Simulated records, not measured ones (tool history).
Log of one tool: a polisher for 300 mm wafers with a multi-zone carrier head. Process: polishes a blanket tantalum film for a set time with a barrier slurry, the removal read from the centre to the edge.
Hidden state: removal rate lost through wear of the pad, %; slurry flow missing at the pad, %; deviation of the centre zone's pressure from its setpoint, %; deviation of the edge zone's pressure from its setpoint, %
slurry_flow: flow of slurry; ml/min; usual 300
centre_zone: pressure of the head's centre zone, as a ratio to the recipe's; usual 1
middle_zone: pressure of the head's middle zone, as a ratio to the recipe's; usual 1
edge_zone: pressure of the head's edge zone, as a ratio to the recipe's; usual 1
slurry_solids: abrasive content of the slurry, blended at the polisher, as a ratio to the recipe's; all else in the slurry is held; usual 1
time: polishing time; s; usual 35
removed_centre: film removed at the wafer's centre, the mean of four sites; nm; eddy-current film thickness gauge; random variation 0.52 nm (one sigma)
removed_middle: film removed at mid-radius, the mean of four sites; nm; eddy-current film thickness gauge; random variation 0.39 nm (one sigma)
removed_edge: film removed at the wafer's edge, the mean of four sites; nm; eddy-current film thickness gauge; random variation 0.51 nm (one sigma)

run,hour,slurry_flow,centre_zone,middle_zone,edge_zone,slurry_solids,time,wafers since the last listed run,wafers polished on this pad,hours since the slurry nozzle was cleaned,hours since the centre zone pressure was calibrated,hours since the edge zone pressure was calibrated,hours since the carrier head's membrane was replaced,"incoming thickness of the incoming film, nm",removed_centre,removed_middle,removed_edge
1,0,300,1,1,1,1,35,0,1262,338.2,635.5,537.9,1299.7,481.3,48.6,48.1,47.1
# hour 9: edge zone pressure recalibrated
# hour 23.7: slurry nozzle cleaned
2,27.2,300,1,1,1,1,35,307,1569,3.5,662.7,18.2,1326.9,488.7,48.5,47.5,47.3
# hour 33.9: worn pad replaced by a new one
3,41,300,1,1,1,1,35,124,89,17.3,676.5,32,1340.7,482.2,50.6,50.1,49.1
4,53.5,300,1,1,1,1,35,158,248,29.8,689,44.5,1353.2,480.2,50.6,49.5,49
5,76.3,300,1,1,1,1,35,289,537,52.6,711.8,67.3,1376,481.8,49,50.1,48.7
6,108.2,300,1,1,1,1,35,404,942,84.5,743.7,99.2,1407.9,474.5,49.6,48.3,48.2
7,137.6,300,0.88,1,1,1,35,373,1315,113.9,773.1,128.6,1437.3,479.6,42.3,47.7,47.2
# hour 162.7: worn pad replaced by a new one
# hour 163.5: carrier head's membrane replaced by a new one
8,164.8,300,1,1,1,1,35,284,16,141.1,800.3,155.8,1.3,479.9,50.7,50.4,49.9
9,184.2,300,1,1,1,1,35,246,262,160.5,819.7,175.2,20.7,484,50.6,49.9,48.4
10,210.6,300,1,1,1,1,35,335,597,186.9,846.1,201.6,47.1,470.9,49.4,49.4,49.1
11,232.7,300,0.92,1,1.12,1,35,280,878,209,868.2,223.7,69.2,475.4,45.3,49,51.6
12,250.5,300,1,1,0.95,1,23,225,1104,226.8,886,241.5,87,480.9,31.8,31.8,30.6
# hour 275.2: centre zone pressure recalibrated
# hour 314.7: worn pad replaced by a new one
13,315.3,300,1,1.09,1.12,1,26,746,7,291.6,40.1,306.3,151.8,477.7,37,40.1,38.7
14,343.1,225,1,1,0.94,0.7,35,352,360,319.4,67.9,334.1,179.6,477.9,42.2,42.9,41.3
# hour 354.8: slurry nozzle cleaned
15,358.3,250,1,1,1,1,26,180,540,3.5,83.1,349.3,194.8,485.5,36.5,36.3,35.6
16,390.9,300,1,1,1,1,39,413,954,36.1,115.7,381.9,227.4,481.3,54.5,54.1,53.5
17,406,300,1.03,1,1,1,35,191,1146,51.2,130.8,397,242.5,480.2,49.2,47.9,48.2
18,436.6,240,0.96,1,0.94,1,35,388,1534,81.8,161.4,427.6,273.1,478.4,46.1,47.6,46
19,456.1,215,1.11,1,1.06,1,35,247,1782,101.3,180.9,447.1,292.6,482.6,51.9,45.4,47.4
# hour 464.5: worn pad replaced by a new one
20,483.9,300,1,1,1,1,24,302,246,129.1,208.7,474.9,320.4,471.5,34.1,33.9,33.6
21,504.5,260,0.94,1.08,1,1,40,261,507,149.7,229.3,495.5,341,482.5,52.9,59.4,55.7

5 ways to go on from here, each from the tool as it stands after run 21. What would each give?
A,504.9,300,1,1,1,1,35,5,512,150.1,229.7,495.9,341.4,481.5,?,?,?
B,504.9,200,1,1,1,1,35,5,512,150.1,229.7,495.9,341.4,481.5,?,?,?
C,504.9,300,1,0.94,1.09,1,39,5,512,150.1,229.7,495.9,341.4,481.5,?,?,?
D,504.9,270,1,1,1,1,35,5,512,150.1,229.7,495.9,341.4,481.5,?,?,?
E,504.9,300,1,0.93,1,1,35,5,512,150.1,229.7,495.9,341.4,481.5,?,?,?

run,removed_centre,removed_middle,removed_edge
A,50.4,48.9,49.4
B,48.4,47.2,48.1
C,56.1,51.9,57.4
D,49.9,48.5,49
E,50.3,46.2,49.4
Without the tool's hidden state the same runs would have given:
run,removed_centre,removed_middle,removed_edge
A,51.3,49.8,50.2
B,49.3,48.1,48.9
C,57.1,52.8,58.4
D,50.8,49.4,49.9
E,51.2,47,50.3
